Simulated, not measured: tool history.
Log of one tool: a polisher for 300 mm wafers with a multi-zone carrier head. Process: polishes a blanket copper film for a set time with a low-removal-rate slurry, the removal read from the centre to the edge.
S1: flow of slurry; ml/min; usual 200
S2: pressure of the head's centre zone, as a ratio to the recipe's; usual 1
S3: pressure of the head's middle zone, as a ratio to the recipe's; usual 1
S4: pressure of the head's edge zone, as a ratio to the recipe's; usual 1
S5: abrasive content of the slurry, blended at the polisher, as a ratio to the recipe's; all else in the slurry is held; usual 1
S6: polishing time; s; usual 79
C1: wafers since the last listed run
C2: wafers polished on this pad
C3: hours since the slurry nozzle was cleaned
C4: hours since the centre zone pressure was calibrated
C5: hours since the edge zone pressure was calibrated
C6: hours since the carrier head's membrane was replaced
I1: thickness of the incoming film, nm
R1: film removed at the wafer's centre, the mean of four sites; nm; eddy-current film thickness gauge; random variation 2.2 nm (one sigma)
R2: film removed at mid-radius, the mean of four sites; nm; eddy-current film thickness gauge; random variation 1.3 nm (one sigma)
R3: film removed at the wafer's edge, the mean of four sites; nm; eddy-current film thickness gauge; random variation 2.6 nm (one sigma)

run,hour,S1,S2,S3,S4,S5,S6,C1,C2,C3,C4,C5,C6,I1,R1,R2,R3
1,0,240,1,1,1,1.1,79,0,916,311.2,127.5,272.9,389.7,657.7,193.4,180,179.9
# hour 25.9: slurry nozzle cleaned
2,37.8,200,1.04,1,0.96,1,79,445,1362,11.9,165.3,310.7,427.5,674.9,202.3,182.9,180.6
3,90.8,200,1.04,1,0.96,1,79,641,2004,64.9,218.3,363.7,480.5,657.8,195.6,178.3,175.5
4,149.8,200,1.04,1,0.96,1,79,714,2718,123.9,277.3,422.7,539.5,663.4,193.8,176.1,172
# hour 162.6: centre zone pressure recalibrated
# hour 212.4: worn pad replaced by a new one
5,212.9,200,1,1,1,1,79,691,6,187,50.3,485.8,602.6,671.1,176,176.3,178.6
# hour 230.3: carrier head's membrane replaced by a new one
6,263.5,200,1,1,1,1,79,552,558,237.6,100.9,536.4,33.2,659.2,175.3,173.3,176.3
7,308.6,200,1,1,1,1,79,546,1104,282.7,146,581.5,78.3,663.9,179,172.7,175.3
# hour 336.9: slurry nozzle cleaned
8,368.7,200,1,1,1,1,79,715,1820,31.8,206.1,641.6,138.4,659.8,189.2,183.4,180.2
# hour 457.2: centre zone pressure recalibrated
# hour 471.3: worn pad replaced by a new one
9,583.6,200,1,1,1,1,79,2530,1360,246.7,126.4,856.5,353.3,657.1,177,172.6,177.7
10,711,200,1,1,1,1,79,1543,2903,374.1,253.8,983.9,480.7,652.3,186.2,170.1,171.2
# hour 723: carrier head's membrane replaced by a new one
# hour 737.9: slurry nozzle cleaned
11,739.6,200,1,1,1,1,79,273,3177,1.7,282.4,1012.5,16.6,666.3,198,183.6,184.7
# hour 748.1: centre zone pressure recalibrated
12,783.3,145,1,1,1,1.15,79,505,3682,45.4,35.2,1056.2,60.3,666.7,178.8,174.8,173.9
# hour 788.6: worn pad replaced by a new one
13,813.6,170,1,1,0.92,1,63,318,302,75.7,65.5,1086.5,90.6,661.9,147.2,139.3,134.5
# hour 851.1: edge zone pressure recalibrated
14,862.9,200,1,1,1,1,79,572,875,125,114.8,11.8,139.9,657.7,188.8,175.4,173.4
15,922.4,200,1,1,1,1,79,720,1596,184.5,174.3,71.3,199.4,651.8,186.8,174,178.1
16,989.7,255,1.04,1,1,1,88,815,2411,251.8,241.6,138.6,266.7,648,222.5,200.5,201.6
# hour 1054.4: worn pad replaced by a new one
17,1055.2,220,1,1,1,1,79,744,10,317.3,307.1,204.1,332.2,661.6,189.6,176.1,179
# hour 1060: slurry nozzle cleaned
# hour 1073: centre zone pressure recalibrated
18,1122.7,200,1,1,1,1,54,781,791,62.7,49.7,271.6,399.7,658.3,126.6,121.9,123.4
19,1262.8,145,0.94,0.89,1.11,1,79,1696,2488,202.8,189.8,411.7,539.8,663.5,169.4,154,169.6
# hour 1275.5: carrier head's membrane replaced by a new one
# hour 1298.8: worn pad replaced by a new one
20,1313.6,200,0.93,1,1.08,1,79,506,179,253.6,240.6,462.5,38.1,660.4,177.6,174.1,180.1
21,1384.5,225,1,1,1,1,79,858,1038,324.5,311.5,533.4,109,651,194.6,174.8,178.2

Some steps in R1 between neighbouring runs. How much of each would the tool show without its hidden state too (settings, what came in, random variation), and how much is left for the hidden state, with any gauge scatter that isn't in both results?
The hidden state here: removal rate lost through wear of the pad, %; slurry flow missing at the pad, %; deviation of the centre zone's pressure from its setpoint, %; deviation of the edge zone's pressure from its setpoint, %.
Run 10 -> 11: carrier head's membrane replaced by a new one, slurry nozzle cleaned. R1 +11.8 nm: hidden state +14.5, all else -2.7.
Run 11 -> 12: S1 200 -> 145, S5 1 -> 1.15, centre zone pressure recalibrated. R1 -19.2 nm: hidden state -12, all else -7.2.
Run 17 -> 18: S1 220 -> 200, S6 79 -> 54, slurry nozzle cleaned, centre zone pressure recalibrated. R1 -63 nm: hidden state -2.7, all else -60.3.
Run 18 -> 19: S1 200 -> 145, S2 1 -> 0.94, S3 1 -> 0.89, S4 1 -> 1.11, S6 54 -> 79. R1 +42.8 nm: hidden state -2.7, all else +45.5.
